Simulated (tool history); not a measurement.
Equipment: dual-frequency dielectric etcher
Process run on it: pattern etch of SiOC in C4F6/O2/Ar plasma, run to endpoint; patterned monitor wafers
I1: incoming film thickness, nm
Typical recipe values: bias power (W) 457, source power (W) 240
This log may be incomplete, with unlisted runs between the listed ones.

run 1 day=0.000 | bias_power_(W)=425 source_power_(W)=260 | I1=34.19 | endpoint_time_(s)=15.9
run 2 day=1.062 | bias_power_(W)=457 source_power_(W)=240 | I1=34.10 | endpoint_time_(s)=15.6
run 3 day=2.517 | bias_power_(W)=457 source_power_(W)=240 | I1=33.82 | endpoint_time_(s)=15.4
-- day=5.275 wet clean of the chamber
run 4 day=5.296 | bias_power_(W)=457 source_power_(W)=240 | I1=34.54 | endpoint_time_(s)=15.4
run 5 day=5.575 | bias_power_(W)=457 source_power_(W)=240 | I1=34.44 | endpoint_time_(s)=15.2
run 6 day=6.675 | bias_power_(W)=457 source_power_(W)=280 | I1=34.18 | endpoint_time_(s)=14.2
run 7 day=8.738 | bias_power_(W)=457 source_power_(W)=280 | I1=34.07 | endpoint_time_(s)=14.2
run 8 day=10.050 | bias_power_(W)=457 source_power_(W)=240 | I1=34.37 | endpoint_time_(s)=15.4
run 9 day=11.125 | bias_power_(W)=457 source_power_(W)=240 | I1=34.32 | endpoint_time_(s)=15.3
run 10 day=12.550 | bias_power_(W)=457 source_power_(W)=240 | I1=34.52 | endpoint_time_(s)=15.4
run 11 day=14.767 | bias_power_(W)=457 source_power_(W)=240 | I1=34.34 | endpoint_time_(s)=15.6
run 12 day=17.625 | bias_power_(W)=457 source_power_(W)=240 | I1=34.55 | endpoint_time_(s)=15.9
run 13 day=19.708 | bias_power_(W)=457 source_power_(W)=240 | I1=34.34 | endpoint_time_(s)=15.8
run 14 day=22.679 | bias_power_(W)=457 source_power_(W)=240 | I1=34.17 | endpoint_time_(s)=15.6
-- day=22.971 bias power generator calibrated
-- day=25.412 upper electrode replaced
run 15 day=25.433 | bias_power_(W)=457 source_power_(W)=240 | I1=34.17 | endpoint_time_(s)=15.8
run 16 day=27.221 | bias_power_(W)=383 source_power_(W)=260 | I1=34.31 | endpoint_time_(s)=16.8
-- day=30.579 wet clean of the chamber
run 17 day=30.600 | bias_power_(W)=457 source_power_(W)=240 | I1=34.07 | endpoint_time_(s)=15.1
run 18 day=32.412 | bias_power_(W)=406 source_power_(W)=200 | I1=34.32 | endpoint_time_(s)=17.7
run 19 day=34.954 | bias_power_(W)=457 source_power_(W)=190 | I1=34.20 | endpoint_time_(s)=17.0
run 20 day=42.729 | bias_power_(W)=358 source_power_(W)=190 | I1=34.44 | endpoint_time_(s)=20.2
-- day=44.842 source power generator calibrated
run 21 day=44.862 | bias_power_(W)=393 source_power_(W)=240 | I1=34.23 | endpoint_time_(s)=16.7
run 22 day=47.104 | bias_power_(W)=457 source_power_(W)=200 | I1=34.30 | endpoint_time_(s)=17.3
run 23 day=49.888 | bias_power_(W)=563 source_power_(W)=260 | I1=34.07 | endpoint_time_(s)=13.6
run 24 day=51.171 | bias_power_(W)=361 source_power_(W)=240 | I1=34.54 | endpoint_time_(s)=18.1
run 25 day=52.400 | bias_power_(W)=505 source_power_(W)=200 | I1=34.17 | endpoint_time_(s)=16.3
run 26 day=54.662 | bias_power_(W)=457 source_power_(W)=290 | I1=34.13 | endpoint_time_(s)=14.8
run 27 day=56.288 | bias_power_(W)=457 source_power_(W)=220 | I1=34.28 | endpoint_time_(s)=16.8
-- day=59.192 wet clean of the chamber
run 28 day=59.212 | bias_power_(W)=457 source_power_(W)=190 | I1=34.18 | endpoint_time_(s)=17.1
run 29 day=61.179 | bias_power_(W)=514 source_power_(W)=290 | I1=34.28 | endpoint_time_(s)=13.4
run 30 day=62.250 | bias_power_(W)=457 source_power_(W)=240 | I1=34.42 | endpoint_time_(s)=15.5
run 31 day=64.483 | bias_power_(W)=493 source_power_(W)=200 | I1=34.14 | endpoint_time_(s)=16.1
run 32 day=65.650 | bias_power_(W)=351 source_power_(W)=210 | I1=33.98 | endpoint_time_(s)=18.8
run 33 day=67.825 | bias_power_(W)=380 source_power_(W)=240 | I1=34.30 | endpoint_time_(s)=17.2

Run-by-run hidden state of the tool:
bias power that arrives over what is set, %: 0 in every run
source power that arrives over what is set, %: 0 in every run
H1: etch rate over this chamber's usual, %
run=1 H1=-3.8
run=2 H1=-4.01
run=3 H1=-4.29
run=4 H1=-0.232
run=5 H1=-0.287
run=6 H1=-0.504
run=7 H1=-0.912
run=8 H1=-1.17
run=9 H1=-1.38
run=10 H1=-1.67
run=11 H1=-2.1
run=12 H1=-2.67
run=13 H1=-3.08
run=14 H1=-3.67
run=15 H1=-4.21
run=16 H1=-4.57
run=17 H1=-1.11
run=18 H1=-1.47
run=19 H1=-1.97
run=20 H1=-3.51
run=21 H1=-3.93
run=22 H1=-4.37
run=23 H1=-4.92
run=24 H1=-5.18
run=25 H1=-5.42
run=26 H1=-5.87
run=27 H1=-6.19
run=28 H1=-1.51
run=29 H1=-1.89
run=30 H1=-2.11
run=31 H1=-2.55
run=32 H1=-2.78
run=33 H1=-3.21
